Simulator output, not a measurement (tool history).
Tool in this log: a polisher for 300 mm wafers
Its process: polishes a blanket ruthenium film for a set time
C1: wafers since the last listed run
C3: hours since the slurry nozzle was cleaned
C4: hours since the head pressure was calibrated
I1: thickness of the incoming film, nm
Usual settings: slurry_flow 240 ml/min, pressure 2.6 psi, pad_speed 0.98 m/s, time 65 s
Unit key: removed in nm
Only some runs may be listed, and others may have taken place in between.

Run 1, hour 0.0: usual settings but pressure 2.3 psi; C1 0; wafers polished on this pad 1354; C3 409.0; C4 493.9; I1 545.1. Result: removed 81.7 nm.
At hour 27.6: head pressure recalibrated.
Run 2, hour 47.3: usual settings but pressure 2.3 psi; C1 542; wafers polished on this pad 1897; C3 456.3; C4 19.7; I1 539.8. Result: removed 79.7 nm.
Run 3, hour 114.3: usual settings; C1 802; wafers polished on this pad 2699; C3 523.3; C4 86.7; I1 557.4. Result: removed 89.9 nm.
Run 4, hour 189.6: usual settings; C1 901; wafers polished on this pad 3600; C3 598.6; C4 162.0; I1 551.9. Result: removed 89.4 nm.
At hour 219.8: worn pad replaced by a new one.
At hour 254.9: slurry nozzle cleaned.
Run 5, hour 269.1: usual settings; C1 891; wafers polished on this pad 578; C3 14.2; C4 241.5; I1 545.6. Result: removed 95.0 nm.
Run 6, hour 363.0: usual settings but pressure 2.2 psi; C1 1124; wafers polished on this pad 1702; C3 108.1; C4 335.4; I1 547.1. Result: removed 80.4 nm.
Run 7, hour 536.0: usual settings but pad_speed 0.76 m/s; C1 2070; wafers polished on this pad 3772; C3 281.1; C4 508.4; I1 550.0. Result: removed 80.0 nm.
At hour 565.4: worn pad replaced by a new one.
At hour 577.0: head pressure recalibrated.
Run 8, hour 627.2: usual settings but slurry_flow 205 ml/min; C1 1019; wafers polished on this pad 716; C3 372.3; C4 50.2; I1 552.9. Result: removed 88.5 nm.
Run 9, hour 670.9: usual settings but slurry_flow 205 ml/min; C1 523; wafers polished on this pad 1239; C3 416.0; C4 93.9; I1 545.5. Result: removed 85.7 nm.
Run 10, hour 765.6: usual settings but slurry_flow 260 ml/min, pad_speed 0.78 m/s; C1 1133; wafers polished on this pad 2372; C3 510.7; C4 188.6; I1 550.5. Result: removed 78.9 nm.
At hour 834.1: worn pad replaced by a new one.
Run 11, hour 841.4: usual settings but slurry_flow 265 ml/min, pressure 3.1 psi; C1 859; wafers polished on this pad 87; C3 586.5; C4 264.4; I1 553.6. Result: removed 105.4 nm.
Run 12, hour 884.9: usual settings but slurry_flow 180 ml/min, pressure 2.9 psi, time 56 s; C1 520; wafers polished on this pad 607; C3 630.0; C4 307.9; I1 551.2. Result: removed 79.1 nm.
Run 13, hour 952.4: usual settings but slurry_flow 265 ml/min, pressure 2.4 psi, pad_speed 0.70 m/s; C1 808; wafers polished on this pad 1415; C3 697.5; C4 375.4; I1 548.8. Result: removed 68.6 nm.
Run 14, hour 1012.3: usual settings but slurry_flow 265 ml/min, pressure 3.1 psi; C1 717; wafers polished on this pad 2132; C3 757.4; C4 435.3; I1 561.1. Result: removed 104.1 nm.
At hour 1050.2: slurry nozzle cleaned.
At hour 1080.1: head pressure recalibrated.
At hour 1111.5: worn pad replaced by a new one.
Run 15, hour 1116.7: usual settings but slurry_flow 305 ml/min; C1 1165; wafers polished on this pad 61; C3 66.5; C4 36.6; I1 545.4. Result: removed 98.9 nm.
Run 16, hour 1185.6: usual settings but slurry_flow 190 ml/min, pressure 2.0 psi, time 85 s; C1 824; wafers polished on this pad 886; C3 135.4; C4 105.5; I1 544.2. Result: removed 89.8 nm.
Run 17, hour 1246.3: usual settings but time 83 s; C1 726; wafers polished on this pad 1613; C3 196.1; C4 166.2; I1 553.0. Result: removed 118.7 nm.
Run 18, hour 1329.1: usual settings but slurry_flow 270 ml/min, pad_speed 0.74 m/s; C1 991; wafers polished on this pad 2604; C3 278.9; C4 249.0; I1 548.0. Result: removed 79.8 nm.
Run 19, hour 1413.1: usual settings but pressure 3.4 psi; C1 1005; wafers polished on this pad 3609; C3 362.9; C4 333.0; I1 551.2. Result: removed 114.0 nm.
At hour 1455.1: worn pad replaced by a new one.
Run 20, hour 1516.8: usual settings but slurry_flow 205 ml/min; C1 1193; wafers polished on this pad 739; C3 466.6; C4 436.7; I1 559.8. Result: removed 85.6 nm.

Branching from run 20: 3 alternative next runs. What would each branch give?
Run A, hour 1517.2: usual settings but time 53 s; C1 4; wafers polished on this pad 743; C3 467.0; C4 437.1; I1 540.3. Result: removed ?.
Run B, hour 1517.2: usual settings but pad_speed 0.82 m/s; C1 4; wafers polished on this pad 743; C3 467.0; C4 437.1; I1 540.3. Result: removed ?.
Run C, hour 1517.2: usual settings but slurry_flow 155 ml/min, time 43 s; C1 4; wafers polished on this pad 743; C3 467.0; C4 437.1; I1 540.3. Result: removed ?.

run  removed
  A     73.1
  B     80.8
  C     52.7
With the hidden condition removed and each run's random variation left untouched, the same runs would have given:
run  removed
  A     79.5
  B     87.9
  C     60.1

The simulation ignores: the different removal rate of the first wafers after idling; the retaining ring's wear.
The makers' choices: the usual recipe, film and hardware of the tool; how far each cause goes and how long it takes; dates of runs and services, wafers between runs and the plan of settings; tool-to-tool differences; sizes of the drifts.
